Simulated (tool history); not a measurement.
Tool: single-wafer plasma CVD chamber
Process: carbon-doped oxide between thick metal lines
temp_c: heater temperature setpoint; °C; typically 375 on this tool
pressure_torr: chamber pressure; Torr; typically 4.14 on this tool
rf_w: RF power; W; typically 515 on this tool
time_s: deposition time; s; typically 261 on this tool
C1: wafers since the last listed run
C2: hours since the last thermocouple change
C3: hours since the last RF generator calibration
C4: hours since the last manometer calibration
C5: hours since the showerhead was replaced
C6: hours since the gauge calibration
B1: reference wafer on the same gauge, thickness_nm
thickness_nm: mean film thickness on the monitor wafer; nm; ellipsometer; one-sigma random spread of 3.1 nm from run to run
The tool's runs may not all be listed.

{"run": 1, "hour": 0.0, "temp_c": 375, "pressure_torr": 4.14, "rf_w": 515, "time_s": 261, "C1": 0, "C2": 2120.7, "C3": 1455.9, "C4": 1226.9, "C5": 4969.4, "C6": 333.5, "B1": 1308.06, "thickness_nm": 1136.227}
{"run": 2, "hour": 26.2, "temp_c": 375, "pressure_torr": 4.14, "rf_w": 515, "time_s": 261, "C1": 265, "C2": 2146.9, "C3": 1482.1, "C4": 1253.1, "C5": 4995.6, "C6": 359.7, "B1": 1305.571, "thickness_nm": 1141.444}
{"run": 3, "hour": 90.7, "temp_c": 368, "pressure_torr": 4.14, "rf_w": 440, "time_s": 261, "C1": 654, "C2": 2211.4, "C3": 1546.6, "C4": 1317.6, "C5": 5060.1, "C6": 424.2, "B1": 1305.31, "thickness_nm": 1059.954}
{"hour": 91.8, "done": "gauge calibrated"}
{"run": 4, "hour": 144.7, "temp_c": 368, "pressure_torr": 4.14, "rf_w": 440, "time_s": 261, "C1": 548, "C2": 2265.4, "C3": 1600.6, "C4": 1371.6, "C5": 5114.1, "C6": 52.9, "B1": 1321.416, "thickness_nm": 1071.408}
{"run": 5, "hour": 208.6, "temp_c": 368, "pressure_torr": 4.14, "rf_w": 440, "time_s": 261, "C1": 648, "C2": 2329.3, "C3": 1664.5, "C4": 1435.5, "C5": 5178.0, "C6": 116.8, "B1": 1318.289, "thickness_nm": 1075.374}
{"run": 6, "hour": 258.9, "temp_c": 375, "pressure_torr": 4.14, "rf_w": 515, "time_s": 261, "C1": 510, "C2": 2379.6, "C3": 1714.8, "C4": 1485.8, "C5": 5228.3, "C6": 167.1, "B1": 1316.848, "thickness_nm": 1148.671}
{"run": 7, "hour": 292.0, "temp_c": 365, "pressure_torr": 4.14, "rf_w": 515, "time_s": 261, "C1": 335, "C2": 2412.7, "C3": 1747.9, "C4": 1518.9, "C5": 5261.4, "C6": 200.2, "B1": 1314.443, "thickness_nm": 1166.818}
{"run": 8, "hour": 358.1, "temp_c": 365, "pressure_torr": 4.14, "rf_w": 515, "time_s": 261, "C1": 670, "C2": 2478.8, "C3": 1814.0, "C4": 1585.0, "C5": 5327.5, "C6": 266.3, "B1": 1313.717, "thickness_nm": 1164.627}
{"hour": 377.0, "done": "RF generator calibrated"}
{"hour": 392.9, "done": "capacitance manometer re-zeroed and calibrated"}
{"hour": 396.9, "done": "showerhead replaced"}
{"hour": 536.5, "done": "gauge calibrated"}
{"run": 9, "hour": 544.1, "temp_c": 375, "pressure_torr": 4.14, "rf_w": 515, "time_s": 261, "C1": 1684, "C2": 2664.8, "C3": 167.1, "C4": 151.2, "C5": 147.2, "C6": 7.6, "B1": 1317.93, "thickness_nm": 1144.778}
{"hour": 569.5, "done": "thermocouple changed; heater temperature recalibrated"}
{"run": 10, "hour": 586.3, "temp_c": 380, "pressure_torr": 4.95, "rf_w": 465, "time_s": 286, "C1": 347, "C2": 16.8, "C3": 209.3, "C4": 193.4, "C5": 189.4, "C6": 49.8, "B1": 1316.985, "thickness_nm": 1221.52}
{"run": 11, "hour": 656.6, "temp_c": 386, "pressure_torr": 4.14, "rf_w": 485, "time_s": 214, "C1": 713, "C2": 87.1, "C3": 279.6, "C4": 263.7, "C5": 259.7, "C6": 120.1, "B1": 1315.462, "thickness_nm": 892.692}
{"run": 12, "hour": 725.8, "temp_c": 368, "pressure_torr": 4.14, "rf_w": 515, "time_s": 261, "C1": 702, "C2": 156.3, "C3": 348.8, "C4": 332.9, "C5": 328.9, "C6": 189.3, "B1": 1311.921, "thickness_nm": 1157.667}
{"run": 13, "hour": 781.0, "temp_c": 375, "pressure_torr": 4.14, "rf_w": 515, "time_s": 261, "C1": 560, "C2": 211.5, "C3": 404.0, "C4": 388.1, "C5": 384.1, "C6": 244.5, "B1": 1309.351, "thickness_nm": 1134.501}
{"run": 14, "hour": 809.7, "temp_c": 375, "pressure_torr": 4.14, "rf_w": 515, "time_s": 292, "C1": 291, "C2": 240.2, "C3": 432.7, "C4": 416.8, "C5": 412.8, "C6": 273.2, "B1": 1308.465, "thickness_nm": 1277.64}
{"run": 15, "hour": 838.0, "temp_c": 379, "pressure_torr": 4.61, "rf_w": 415, "time_s": 261, "C1": 287, "C2": 268.5, "C3": 461.0, "C4": 445.1, "C5": 441.1, "C6": 301.5, "B1": 1307.17, "thickness_nm": 1026.972}
{"run": 16, "hour": 870.1, "temp_c": 375, "pressure_torr": 4.14, "rf_w": 560, "time_s": 288, "C1": 325, "C2": 300.6, "C3": 493.1, "C4": 477.2, "C5": 473.2, "C6": 333.6, "B1": 1308.612, "thickness_nm": 1303.648}

Branching from run 16: 3 alternative next runs. What would each branch give?
{"run": "A", "hour": 870.6, "temp_c": 375, "pressure_torr": 4.14, "rf_w": 515, "time_s": 279, "C1": 5, "C2": 301.1, "C3": 493.6, "C4": 477.7, "C5": 473.7, "C6": 334.1, "B1": "?", "thickness_nm": "?"}
{"run": "B", "hour": 870.6, "temp_c": 375, "pressure_torr": 4.98, "rf_w": 515, "time_s": 228, "C1": 5, "C2": 301.1, "C3": 493.6, "C4": 477.7, "C5": 473.7, "C6": 334.1, "B1": "?", "thickness_nm": "?"}
{"run": "C", "hour": 870.6, "temp_c": 375, "pressure_torr": 3.14, "rf_w": 515, "time_s": 281, "C1": 5, "C2": 301.1, "C3": 493.6, "C4": 477.7, "C5": 473.7, "C6": 334.1, "B1": "?", "thickness_nm": "?"}

run=A B1=1308.678 thickness_nm=1212.596
run=B B1=1308.678 thickness_nm=1024.411
run=C B1=1308.678 thickness_nm=1171.821
Stripped of hidden state, with their random variation kept, the same runs would have yielded:
run=A thickness_nm=1224.660
run=B thickness_nm=1034.603
run=C thickness_nm=1183.479

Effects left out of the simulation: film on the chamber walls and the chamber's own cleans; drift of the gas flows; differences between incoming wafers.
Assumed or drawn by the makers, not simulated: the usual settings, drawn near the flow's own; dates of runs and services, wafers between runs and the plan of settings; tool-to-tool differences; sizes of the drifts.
